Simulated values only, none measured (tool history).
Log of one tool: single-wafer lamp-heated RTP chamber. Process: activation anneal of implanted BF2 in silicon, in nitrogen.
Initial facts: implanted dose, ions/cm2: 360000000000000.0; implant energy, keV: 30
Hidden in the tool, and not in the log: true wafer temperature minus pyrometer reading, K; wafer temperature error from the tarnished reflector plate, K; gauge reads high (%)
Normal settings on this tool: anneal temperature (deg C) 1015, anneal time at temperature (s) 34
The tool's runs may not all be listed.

| run | day | anneal temperature (deg C) | anneal time at temperature (s) | wafers since the last listed run | wafers since the last pyrometer calibration | wafers since the reflector plate was cleaned | hours since the gauge calibration | read-back reference wafer on the same gauge, sheet resistance | sheet resistance of the implanted and annealed layer (ohm/square) |
|---|---|---|---|---|---|---|---|---|---|
| 1 | 0.000 | 1034 | 34 | 0 | 1254 | 940 | 747.0 | 283.05 | 302.15 |
| 2 | 3.671 | 1034 | 34 | 672 | 1927 | 1613 | 835.1 | 282.95 | 301.91 |
| 3 | 7.996 | 1034 | 34 | 792 | 2720 | 2406 | 938.9 | 282.92 | 302.15 |
|  | 11.192 | reflector plate cleaned |
| 4 | 11.921 | 1015 | 22 | 658 | 3379 | 133 | 1033.1 | 282.98 | 304.86 |
| 5 | 14.717 | 1015 | 34 | 512 | 3891 | 645 | 1100.2 | 282.98 | 303.23 |
| 6 | 18.671 | 998 | 25 | 724 | 4616 | 1370 | 1195.1 | 282.99 | 307.47 |
|  | 19.692 | pyrometer window cleaned and pyrometer calibrated |
| 7 | 22.888 | 1015 | 39 | 711 | 585 | 2082 | 1296.3 | 283.15 | 302.61 |
| 8 | 26.542 | 1015 | 39 | 669 | 1255 | 2752 | 1384.0 | 283.12 | 302.29 |
| 9 | 29.138 | 1015 | 39 | 475 | 1731 | 3228 | 1446.3 | 282.86 | 303.71 |
|  | 30.417 | reflector plate cleaned |
| 10 | 31.871 | 1038 | 34 | 439 | 2171 | 266 | 1511.9 | 282.88 | 301.26 |
| 11 | 33.429 | 1008 | 34 | 285 | 2457 | 552 | 1549.3 | 283.07 | 303.98 |
| 12 | 37.200 | 1008 | 34 | 691 | 3148 | 1243 | 1639.8 | 282.81 | 304.83 |
| 13 | 39.183 | 1008 | 34 | 363 | 3512 | 1607 | 1687.4 | 282.87 | 304.89 |
| 14 | 42.367 | 1015 | 18 | 583 | 4095 | 2191 | 1763.8 | 282.92 | 305.89 |
| 15 | 43.942 | 1029 | 34 | 288 | 4384 | 2479 | 1801.6 | 282.99 | 302.83 |
| 16 | 45.821 | 1035 | 48 | 344 | 4729 | 2824 | 1846.7 | 283.03 | 299.21 |
|  | 46.567 | pyrometer window cleaned and pyrometer calibrated |
|  | 46.954 | gauge calibrated |
|  | 48.954 | reflector plate cleaned |
| 17 | 50.150 | 988 | 34 | 671 | 596 | 219 | 76.7 | 282.93 | 308.52 |
| 18 | 53.804 | 1015 | 34 | 669 | 1266 | 889 | 164.4 | 282.96 | 302.99 |

Estimate the outcome of run 19 from the log above:
| 19 | 57.129 | 1029 | 19 | 609 | 1875 | 1498 | 244.2 | ? | ? |

Run 19 came out at read-back reference wafer on the same gauge, sheet resistance 283.04, sheet resistance of the implanted and annealed layer (ohm/square) 305.41.
With the hidden condition absent and the run-to-run variation left alone, this run would have shown sheet resistance of the implanted and annealed layer (ohm/square) 305.41.
